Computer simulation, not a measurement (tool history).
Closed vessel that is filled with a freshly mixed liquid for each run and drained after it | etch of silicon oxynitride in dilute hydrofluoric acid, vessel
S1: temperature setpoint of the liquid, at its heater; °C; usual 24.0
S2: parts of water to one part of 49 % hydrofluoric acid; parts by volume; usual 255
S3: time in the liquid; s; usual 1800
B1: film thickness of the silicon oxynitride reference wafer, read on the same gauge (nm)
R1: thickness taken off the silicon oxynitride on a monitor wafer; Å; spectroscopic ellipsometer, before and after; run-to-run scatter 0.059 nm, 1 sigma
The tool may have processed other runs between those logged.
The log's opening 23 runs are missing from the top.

run,day,S1,S2,S3,B1,R1
24,16.183,24.0,255,1800,129.96,164.1
25,16.588,20.0,220,1800,130.01,162.1
26,17.304,24.0,255,1800,129.98,162.9
27,17.567,24.0,290,2335,130.05,182.1
28,18.221,24.0,255,1800,129.97,163.1
29,19.275,20.0,370,1380,129.99,67.5
30,19.983,22.0,255,1430,130.01,118.0
31,20.408,25.5,255,2310,130.00,221.3
32,21.092,24.0,255,1800,129.99,162.3
33,21.608,26.5,310,985,130.02,77.2

Each row is a separate what-if for the run after 33, all from the same tool condition, not one after another. Results?
A,21.658,24.0,255,1340,?,?
B,21.658,24.0,255,2605,?,?
C,21.658,24.0,255,795,?,?
D,21.658,20.5,135,2490,?,?

run,B1,R1
A,129.98,120.8
B,129.98,234.9
C,129.98,71.7
D,129.98,394.2
With no hidden state in the tool, these same runs would have given:
run,R1
A,122.6
B,238.3
C,72.7
D,399.5
